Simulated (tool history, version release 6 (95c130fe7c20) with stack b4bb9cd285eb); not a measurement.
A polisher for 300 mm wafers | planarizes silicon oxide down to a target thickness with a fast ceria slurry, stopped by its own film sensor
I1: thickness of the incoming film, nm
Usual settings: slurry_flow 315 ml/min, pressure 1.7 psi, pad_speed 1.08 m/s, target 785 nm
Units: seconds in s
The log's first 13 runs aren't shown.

run 14 hour=1068.6 | slurry_flow=365 pressure=1.7 pad_speed=1.08 target=785 | I1=1394.1 | seconds=77.9
-- hour=1089.0 slurry nozzle cleaned
-- hour=1133.0 worn pad replaced by a new one
run 15 hour=1157.0 | slurry_flow=365 pressure=1.7 pad_speed=1.08 target=785 | I1=1436.0 | seconds=74.1
run 16 hour=1231.4 | slurry_flow=250 pressure=2.1 pad_speed=0.72 target=678 | I1=1428.6 | seconds=121.2
run 17 hour=1315.8 | slurry_flow=315 pressure=1.7 pad_speed=1.08 target=785 | I1=1417.9 | seconds=78.3
run 18 hour=1411.0 | slurry_flow=385 pressure=1.7 pad_speed=1.08 target=680 | I1=1399.0 | seconds=90.7
-- hour=1588.2 head pressure recalibrated
run 19 hour=1595.9 | slurry_flow=315 pressure=1.7 pad_speed=0.72 target=879 | I1=1410.4 | seconds=102.8
-- hour=1647.4 worn pad replaced by a new one
run 20 hour=1647.9 | slurry_flow=315 pressure=1.7 pad_speed=1.08 target=785 | I1=1398.0 | seconds=68.7
-- hour=1717.6 slurry nozzle cleaned
run 21 hour=1719.8 | slurry_flow=210 pressure=1.7 pad_speed=1.08 target=785 | I1=1414.6 | seconds=75.3
run 22 hour=1782.6 | slurry_flow=255 pressure=1.7 pad_speed=0.90 target=916 | I1=1402.9 | seconds=71.1
run 23 hour=1853.6 | slurry_flow=250 pressure=1.7 pad_speed=1.08 target=785 | I1=1431.3 | seconds=79.0
run 24 hour=1954.3 | slurry_flow=315 pressure=1.7 pad_speed=1.08 target=912 | I1=1398.7 | seconds=62.0
run 25 hour=2046.9 | slurry_flow=315 pressure=1.2 pad_speed=1.08 target=785 | I1=1414.5 | seconds=96.3
run 26 hour=2097.5 | slurry_flow=315 pressure=1.7 pad_speed=1.08 target=785 | I1=1405.2 | seconds=78.1
-- hour=2109.6 worn pad replaced by a new one
run 27 hour=2183.5 | slurry_flow=420 pressure=1.9 pad_speed=0.96 target=901 | I1=1413.6 | seconds=63.4
-- hour=2207.3 slurry nozzle cleaned
run 28 hour=2264.8 | slurry_flow=270 pressure=2.1 pad_speed=1.40 target=691 | I1=1434.5 | seconds=63.5
run 29 hour=2311.5 | slurry_flow=315 pressure=2.2 pad_speed=0.96 target=785 | I1=1424.3 | seconds=78.2
run 30 hour=2380.6 | slurry_flow=250 pressure=1.7 pad_speed=1.08 target=785 | I1=1412.7 | seconds=80.5

Forecast each of these 4 alternatives for the next run:
run A hour=2381.0 | slurry_flow=315 pressure=1.7 pad_speed=1.08 target=785 | I1=1394.4 | seconds=?
run B hour=2381.0 | slurry_flow=315 pressure=1.7 pad_speed=0.80 target=785 | I1=1394.4 | seconds=?
run C hour=2381.0 | slurry_flow=365 pressure=1.7 pad_speed=1.08 target=637 | I1=1394.4 | seconds=?
run D hour=2381.0 | slurry_flow=315 pressure=1.3 pad_speed=0.86 target=785 | I1=1394.4 | seconds=?

run=A seconds=77.0
run=B seconds=104.0
run=C seconds=95.0
run=D seconds=112.6
Without the tool's hidden state the same runs would have given:
run=A seconds=66.7
run=B seconds=90.1
run=C seconds=82.3
run=D seconds=97.6
